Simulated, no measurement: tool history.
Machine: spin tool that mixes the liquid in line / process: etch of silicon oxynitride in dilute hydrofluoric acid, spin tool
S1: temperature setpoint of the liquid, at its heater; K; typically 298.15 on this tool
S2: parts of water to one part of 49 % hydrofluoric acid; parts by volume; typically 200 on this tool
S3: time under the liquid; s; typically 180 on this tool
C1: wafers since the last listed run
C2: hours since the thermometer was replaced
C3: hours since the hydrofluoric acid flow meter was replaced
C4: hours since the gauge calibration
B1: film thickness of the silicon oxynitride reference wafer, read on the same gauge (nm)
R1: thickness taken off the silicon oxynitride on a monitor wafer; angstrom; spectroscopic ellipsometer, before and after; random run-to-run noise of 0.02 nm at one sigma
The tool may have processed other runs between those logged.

run 1 hour=0 | S1=298.15 S2=200 S3=155 | C1=0 C2=1748 C3=306.5 C4=29.4 | B1=120 | R1=30.47
run 2 hour=51.9 | S1=298.15 S2=200 S3=155 | C1=449 C2=1799.9 C3=358.4 C4=81.3 | B1=120.003 | R1=30.59
run 3 hour=129.6 | S1=298.15 S2=200 S3=155 | C1=673 C2=1877.6 C3=436.1 C4=159 | B1=120.004 | R1=30.14
run 4 hour=178.3 | S1=298.15 S2=270 S3=180 | C1=422 C2=1926.3 C3=484.8 C4=207.7 | B1=120.022 | R1=24.95
run 5 hour=274.1 | S1=301.65 S2=200 S3=180 | C1=830 C2=2022.1 C3=580.6 C4=303.5 | B1=119.983 | R1=41.05
run 6 hour=377.6 | S1=298.15 S2=200 S3=180 | C1=897 C2=2125.6 C3=684.1 C4=407 | B1=119.98 | R1=35.49
run 7 hour=485.5 | S1=298.15 S2=200 S3=180 | C1=935 C2=2233.5 C3=792 C4=514.9 | B1=119.994 | R1=34.79
-- hour=557.1 hydrofluoric acid flow meter replaced
run 8 hour=577.8 | S1=298.15 S2=200 S3=180 | C1=791 C2=2325.8 C3=20.7 C4=607.2 | B1=120.017 | R1=35.01
run 9 hour=637.4 | S1=298.15 S2=200 S3=180 | C1=516 C2=2385.4 C3=80.3 C4=666.8 | B1=120.002 | R1=35.14
run 10 hour=734 | S1=298.15 S2=200 S3=180 | C1=837 C2=2482 C3=176.9 C4=763.4 | B1=119.987 | R1=34.67
run 11 hour=828.8 | S1=298.15 S2=200 S3=180 | C1=821 C2=2576.8 C3=271.7 C4=858.2 | B1=119.989 | R1=34.81
run 12 hour=874.7 | S1=298.15 S2=270 S3=180 | C1=397 C2=2622.7 C3=317.6 C4=904.1 | B1=119.983 | R1=24.64
-- hour=952.8 thermometer replaced
run 13 hour=963.2 | S1=295.15 S2=140 S3=230 | C1=758 C2=10.4 C3=406.1 C4=992.6 | B1=120.008 | R1=54.23

Forecast run 14:
run 14 hour=1001.4 | S1=298.15 S2=200 S3=180 | C1=331 C2=48.6 C3=444.3 C4=1030.8 | B1=? | R1=?

{"run 14": {"B1": 119.997, "R1": 32.76}}
With the hidden condition absent and the run-to-run variation left alone, this run would have shown R1 37.72 angstrom.

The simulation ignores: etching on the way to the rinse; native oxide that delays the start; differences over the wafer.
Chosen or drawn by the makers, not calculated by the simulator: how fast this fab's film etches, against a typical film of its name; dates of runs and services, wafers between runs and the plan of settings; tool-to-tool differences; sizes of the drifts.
